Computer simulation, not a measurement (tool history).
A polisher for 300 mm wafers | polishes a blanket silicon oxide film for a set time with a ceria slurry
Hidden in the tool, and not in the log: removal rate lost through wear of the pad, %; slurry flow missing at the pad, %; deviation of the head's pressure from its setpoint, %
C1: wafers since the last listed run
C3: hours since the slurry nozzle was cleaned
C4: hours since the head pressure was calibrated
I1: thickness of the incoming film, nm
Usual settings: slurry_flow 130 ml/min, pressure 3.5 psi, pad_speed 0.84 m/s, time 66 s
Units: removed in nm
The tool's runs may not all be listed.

Run 1, day 0: usual settings; C1 0; wafers polished on this pad 3; C3 267.9; C4 1415.4; I1 1515.6. Result: removed 318.1 nm.
Run 2, day 1.462: usual settings; C1 235; wafers polished on this pad 238; C3 303; C4 1450.5; I1 1516.9. Result: removed 301 nm.
Run 3, day 1.854: usual settings; C1 63; wafers polished on this pad 301; C3 312.4; C4 1459.9; I1 1516.8. Result: removed 299.7 nm.
Run 4, day 2.258: usual settings; C1 65; wafers polished on this pad 367; C3 322.1; C4 1469.6; I1 1507.4. Result: removed 292.7 nm.
Run 5, day 3.15: usual settings; C1 143; wafers polished on this pad 510; C3 343.5; C4 1491; I1 1496.8. Result: removed 292.5 nm.
Run 6, day 3.762: usual settings; C1 98; wafers polished on this pad 609; C3 358.2; C4 1505.7; I1 1530.4. Result: removed 286.8 nm.
Run 7, day 4.246: usual settings but pad_speed 0.62 m/s; C1 77; wafers polished on this pad 687; C3 369.8; C4 1517.3; I1 1535.6. Result: removed 230.1 nm.
At day 4.625: worn pad replaced by a new one.
Run 8, day 4.967: usual settings but pad_speed 0.62 m/s; C1 89; wafers polished on this pad 54; C3 387.1; C4 1534.6; I1 1514.5. Result: removed 253.6 nm.
Run 9, day 5.388: usual settings but slurry_flow 165 ml/min; C1 67; wafers polished on this pad 122; C3 397.2; C4 1544.7; I1 1495.8. Result: removed 318.7 nm.
Run 10, day 5.904: usual settings; C1 83; wafers polished on this pad 205; C3 409.6; C4 1557.1; I1 1545.8. Result: removed 301.4 nm.
Run 11, day 6.233: usual settings; C1 53; wafers polished on this pad 258; C3 417.5; C4 1565; I1 1526.8. Result: removed 293.9 nm.
Run 12, day 6.888: usual settings; C1 105; wafers polished on this pad 364; C3 433.2; C4 1580.7; I1 1509. Result: removed 293.4 nm.
At day 7.5: slurry nozzle cleaned.
At day 7.575: head pressure recalibrated.
Run 13, day 9.096: usual settings; C1 337; wafers polished on this pad 701; C3 38.3; C4 36.5; I1 1502.5. Result: removed 284.8 nm.
Run 14, day 9.629: usual settings; C1 85; wafers polished on this pad 787; C3 51.1; C4 49.3; I1 1522.6. Result: removed 285.4 nm.
At day 9.854: worn pad replaced by a new one.
Run 15, day 10.321: usual settings but pad_speed 1.02 m/s; C1 84; wafers polished on this pad 75; C3 67.7; C4 65.9; I1 1524.4. Result: removed 370.5 nm.
Run 16, day 10.896: usual settings; C1 92; wafers polished on this pad 167; C3 81.5; C4 79.7; I1 1526.6. Result: removed 298.4 nm.
Run 17, day 11.192: usual settings; C1 47; wafers polished on this pad 215; C3 88.6; C4 86.8; I1 1500.3. Result: removed 299.4 nm.
Run 18, day 11.604: usual settings but pressure 4.3 psi, pad_speed 1.06 m/s; C1 66; wafers polished on this pad 282; C3 98.5; C4 96.7; I1 1523.1. Result: removed 430.2 nm.
Run 19, day 12.329: usual settings but slurry_flow 165 ml/min; C1 116; wafers polished on this pad 398; C3 115.9; C4 114.1; I1 1539.2. Result: removed 304.8 nm.
Run 20, day 13.058: usual settings; C1 117; wafers polished on this pad 516; C3 133.4; C4 131.6; I1 1498.3. Result: removed 282.3 nm.
Run 21, day 13.542: usual settings but slurry_flow 155 ml/min, pressure 4 psi, pad_speed 0.64 m/s, time 43 s; C1 77; wafers polished on this pad 594; C3 145; C4 143.2; I1 1511.5. Result: removed 174.3 nm.
Run 22, day 14.179: usual settings but pad_speed 1.08 m/s; C1 102; wafers polished on this pad 696; C3 160.3; C4 158.5; I1 1489.2. Result: removed 351.1 nm.
Run 23, day 14.742: usual settings but slurry_flow 110 ml/min, pad_speed 0.72 m/s; C1 90; wafers polished on this pad 787; C3 173.8; C4 172; I1 1540.7. Result: removed 239.9 nm.
Run 24, day 15.021: usual settings but pressure 3.9 psi, pad_speed 0.76 m/s; C1 44; wafers polished on this pad 832; C3 180.5; C4 178.7; I1 1489.9. Result: removed 285.3 nm.
At day 15.267: worn pad replaced by a new one.
Run 25, day 15.554: usual settings; C1 59; wafers polished on this pad 46; C3 193.3; C4 191.5; I1 1533.2. Result: removed 319.4 nm.
Run 26, day 16.054: usual settings but pad_speed 1.06 m/s, time 76 s; C1 80; wafers polished on this pad 127; C3 205.3; C4 203.5; I1 1493.1. Result: removed 431.5 nm.
Run 27, day 16.483: usual settings; C1 69; wafers polished on this pad 196; C3 215.6; C4 213.8; I1 1526.2. Result: removed 305.4 nm.
Run 28, day 16.754: usual settings but slurry_flow 175 ml/min, pressure 2.6 psi, pad_speed 0.98 m/s, time 88 s; C1 43; wafers polished on this pad 239; C3 222.1; C4 220.3; I1 1525. Result: removed 370.5 nm.
Run 29, day 17.075: usual settings but slurry_flow 165 ml/min, pressure 4.7 psi, pad_speed 0.98 m/s; C1 51; wafers polished on this pad 291; C3 229.8; C4 228; I1 1536.4. Result: removed 455.1 nm.
Run 30, day 17.508: usual settings but slurry_flow 90 ml/min, pad_speed 0.92 m/s, time 88 s; C1 69; wafers polished on this pad 361; C3 240.2; C4 238.4; I1 1515.5. Result: removed 388.6 nm.
Run 31, day 17.921: usual settings but pad_speed 0.76 m/s; C1 66; wafers polished on this pad 427; C3 250.1; C4 248.3; I1 1493.9. Result: removed 273.3 nm.
Run 32, day 18.425: usual settings but pressure 3.1 psi, time 56 s; C1 81; wafers polished on this pad 509; C3 262.2; C4 260.4; I1 1515.5. Result: removed 215 nm.
Run 33, day 19.117: usual settings but slurry_flow 165 ml/min, time 77 s; C1 111; wafers polished on this pad 620; C3 278.8; C4 277; I1 1516.8. Result: removed 344.4 nm.
Run 34, day 19.438: usual settings but slurry_flow 160 ml/min, pressure 2.6 psi, pad_speed 0.58 m/s, time 47 s; C1 51; wafers polished on this pad 672; C3 286.5; C4 284.7; I1 1499.9. Result: removed 122.4 nm.
At day 19.671: worn pad replaced by a new one.
Run 35, day 21.129: usual settings but pad_speed 1.02 m/s; C1 245; wafers polished on this pad 234; C3 327.1; C4 325.3; I1 1525.7. Result: removed 350.7 nm.
Run 36, day 21.612: usual settings but pad_speed 0.62 m/s; C1 77; wafers polished on this pad 312; C3 338.7; C4 336.9; I1 1510.9. Result: removed 240.1 nm.

Measured less the same run without the tool's hidden state. The same run-to-run variation is in both; the gauge's scatter may not be:
run  removed
  1     -3.1
  2    -26.7
  3    -30.4
  4    -32.9
  5    -37.8
  6    -39.3
  7    -32.5
  8      -10
  9    -20.4
 10    -26.7
 11    -29.7
 12    -35.3
 13    -43.3
 14    -44.3
 15    -17.5
 16    -23.3
 17    -27.3
 18    -45.6
 19    -38.3
 20    -39.1
 21    -25.3
 22      -53
 23    -37.1
 24    -44.5
 25    -10.3
 26    -26.7
 27    -25.2
 28    -34.5
 29    -47.3
 30    -45.1
 31    -34.2
 32    -28.8
 33    -49.1
 34    -17.8
 35    -28.5
 36    -23.3
